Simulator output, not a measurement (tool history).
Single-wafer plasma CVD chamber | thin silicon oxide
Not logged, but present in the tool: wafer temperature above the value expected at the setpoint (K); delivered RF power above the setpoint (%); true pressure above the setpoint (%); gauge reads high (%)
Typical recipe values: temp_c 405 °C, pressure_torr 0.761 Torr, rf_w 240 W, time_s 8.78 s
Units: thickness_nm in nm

run     day  temp_c  pressure_torr  rf_w  time_s  wafers since the last listed run  hours since the last thermocouple change  hours since the last RF generator calibration  hours since the last manometer calibration  hours since the showerhead was replaced  hours since the gauge calibration  read-back reference wafer on the same gauge, thickness_nm  thickness_nm
  1   0.000     405          0.761   240    8.78                                 0                                     133.9                                         1766.7                                      1751.8                                   3416.5                              623.4                                                     12.794        14.180
      1.408  -- gauge calibrated
  2   2.038     405          0.761   240    8.78                               928                                     182.8                                         1815.6                                      1800.7                                   3465.4                               15.1                                                     12.801        14.095
  3   4.862     405          0.761   240    8.78                              1286                                     250.6                                         1883.4                                      1868.5                                   3533.2                               82.9                                                     12.805        14.082
  4   6.208     405          0.761   240    8.78                               613                                     282.9                                         1915.7                                      1900.8                                   3565.5                              115.2                                                     12.811        14.090
  5   7.738     405          0.761   240    8.78                               696                                     319.6                                         1952.4                                      1937.5                                   3602.2                              151.9                                                     12.812        14.043
  6   9.162     410          0.761   240    7.74                               649                                     353.8                                         1986.6                                      1971.7                                   3636.4                              186.1                                                     12.795        12.364
     12.733  -- RF generator calibrated
  7  16.558     410          0.761   240    7.74                              3217                                     531.3                                           91.8                                      2149.2                                   3813.9                              363.6                                                     12.807        12.775
  8  17.971     410          0.761   240    7.74                               643                                     565.2                                          125.7                                      2183.1                                   3847.8                              397.5                                                     12.813        12.714
  9  19.379     405          0.761   265    8.78                               641                                     599.0                                          159.5                                      2216.9                                   3881.6                              431.3                                                     12.801        15.586
 10  20.988     397          0.761   240    8.78                               732                                     637.6                                          198.1                                      2255.5                                   3920.2                              469.9                                                     12.802        14.537
 11  22.229     405          0.761   240    8.78                               565                                     667.4                                          227.9                                      2285.3                                   3950.0                              499.7                                                     12.815        14.417
 12  24.871     405          0.761   270    9.58                              1203                                     730.8                                          291.3                                      2348.7                                   4013.4                              563.1                                                     12.783        17.073
     25.562  -- capacitance manometer re-zeroed and calibrated
     25.783  -- gauge calibrated
 13  27.275     417          0.761   240   10.46                               943                                     788.5                                          349.0                                        41.1                                   4071.1                               35.8                                                     12.788        17.145
 14  29.442     405          0.761   240   10.40                               987                                     840.5                                          401.0                                        93.1                                   4123.1                               87.8                                                     12.787        17.058
     30.775  -- showerhead replaced
     30.917  -- thermocouple changed; heater temperature recalibrated
 15  31.771     391          0.684   240   10.11                               843                                      20.5                                          456.9                                       149.0                                     23.9                              143.7                                                     12.820        15.452
 16  33.546     405          0.610   240    7.65                               808                                      63.1                                          499.5                                       191.6                                     66.5                              186.3                                                     12.809        10.547
 17  40.321     405          0.761   240    8.78                              3086                                     225.7                                          662.1                                       354.2                                    229.1                              348.9                                                     12.789        14.466

For each entry between runs, how does the tool's hidden state at the last listed run before it compare with that at the first listed run after it?
Runs 1 to 2: gauge calibrated (day 1.408)
  delivered RF power above the setpoint (%): -6.34 -> -6.51
  difference, measured minus the result without the unlogged condition, thickness_nm: -0.628 -> -0.642 nm
Runs 6 to 7: RF generator calibrated (day 12.733)
  delivered RF power above the setpoint (%): -7.11 -> -1.96
  difference, measured minus the result without the unlogged condition, thickness_nm: -0.620 -> -0.168 nm
Runs 12 to 13: capacitance manometer re-zeroed and calibrated (day 25.562); gauge calibrated (day 25.783)
  delivered RF power above the setpoint (%): -2.66 -> -2.86
  difference, measured minus the result without the unlogged condition, thickness_nm: -0.279 -> -0.331 nm
Runs 14 to 15: showerhead replaced (day 30.775); thermocouple changed; heater temperature recalibrated (day 30.917)
  delivered RF power above the setpoint (%): -3.04 -> -3.24
  difference, measured minus the result without the unlogged condition, thickness_nm: -0.350 -> -0.338 nm
